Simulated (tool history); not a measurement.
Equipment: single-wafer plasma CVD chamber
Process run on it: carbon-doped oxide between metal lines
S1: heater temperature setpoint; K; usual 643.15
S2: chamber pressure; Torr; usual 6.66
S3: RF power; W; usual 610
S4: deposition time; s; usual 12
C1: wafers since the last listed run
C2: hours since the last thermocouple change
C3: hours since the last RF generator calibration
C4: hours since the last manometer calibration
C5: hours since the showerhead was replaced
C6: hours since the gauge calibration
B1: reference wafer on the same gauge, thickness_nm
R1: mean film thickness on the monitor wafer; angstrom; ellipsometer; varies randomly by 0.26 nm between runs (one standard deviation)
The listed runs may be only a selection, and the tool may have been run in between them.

run,day,S1,S2,S3,S4,C1,C2,C3,C4,C5,C6,B1,R1
1,0,643.15,6.66,610,12,0,1947.1,1641.8,2213.8,6287.8,510.4,61.353,706.65
2,1.121,643.15,6.66,610,13.3,722,1974,1668.7,2240.7,6314.7,537.3,61.378,782.53
3,2.917,643.15,6.66,610,13.3,1156,2017.1,1711.8,2283.8,6357.8,580.4,61.397,788.72
4,5.562,643.15,6.66,610,13.3,1704,2080.6,1775.3,2347.3,6421.3,643.9,61.342,778.46
5,6.888,643.15,7.07,675,12,853,2112.4,1807.1,2379.1,6453.1,675.7,61.353,764.04
6,7.896,643.15,7.07,675,12,649,2136.6,1831.3,2403.3,6477.3,699.9,61.432,769.87
7,9.712,647.15,6.66,610,12,1170,2180.2,1874.9,2446.9,6520.9,743.5,61.381,701
8,10.95,647.15,6.66,610,12,797,2209.9,1904.6,2476.6,6550.6,773.2,61.435,699.95
# day 12.35: capacitance manometer re-zeroed and calibrated
# day 13.521: gauge calibrated
# day 14.05: showerhead replaced
# day 14.138: thermocouple changed; heater temperature recalibrated
9,14.158,643.15,6.32,610,12,1581,0.5,1981.6,43.4,2.6,15.3,61.408,707.77
10,14.892,643.15,6.32,610,12,472,18.1,1999.2,61,20.2,32.9,61.481,702.36
11,16.192,643.15,6.32,610,12,837,49.3,2030.4,92.2,51.4,64.1,61.477,702.22
12,19.05,643.15,6.66,725,12,1841,117.9,2099,160.8,120,132.7,61.385,805.56
13,20.512,637.15,5.34,665,11.1,942,153,2134.1,195.9,155.1,167.8,61.439,697.77
14,23.475,643.15,6.66,510,12,1908,224.1,2205.2,267,226.2,238.9,61.402,601.47
15,25.958,643.15,6.66,610,13.9,1599,283.7,2264.8,326.6,285.8,298.5,61.356,815.99
# day 28.6: RF generator calibrated
16,28.842,629.15,6.66,525,13.1,1642,352.9,5.8,395.8,355,367.7,61.328,759.71
17,30.233,636.15,5,545,11,896,386.3,39.2,429.2,388.4,401.1,61.398,633.04
18,33.117,643.15,5.36,670,12,1857,455.5,108.4,498.4,457.6,470.3,61.344,798.37
19,35.146,643.15,7.89,610,12,1307,504.2,157.1,547.1,506.3,519,61.38,752.49
20,36.446,643.15,6.66,610,12,837,535.4,188.3,578.3,537.5,550.2,61.424,746.49
21,38.288,643.15,6.66,610,12,1186,579.6,232.5,622.5,581.7,594.4,61.421,742.06
22,40.329,650.15,7.72,730,12,1315,628.6,281.5,671.5,630.7,643.4,61.378,837.02

Below are 3 alternative next runs, each starting from the tool's condition after run 22. Predict each:
A,40.346,643.15,6.66,610,12,10,629,281.9,671.9,631.1,643.8,?,?
B,40.346,634.15,6.66,535,11.3,10,629,281.9,671.9,631.1,643.8,?,?
C,40.346,636.15,7.3,685,13.4,10,629,281.9,671.9,631.1,643.8,?,?

run,B1,R1
A,61.376,740.65
B,61.376,640.78
C,61.376,922.61
Without the tool's unlogged condition, the same runs would have read:
run,R1
A,758.93
B,657.15
C,944.89
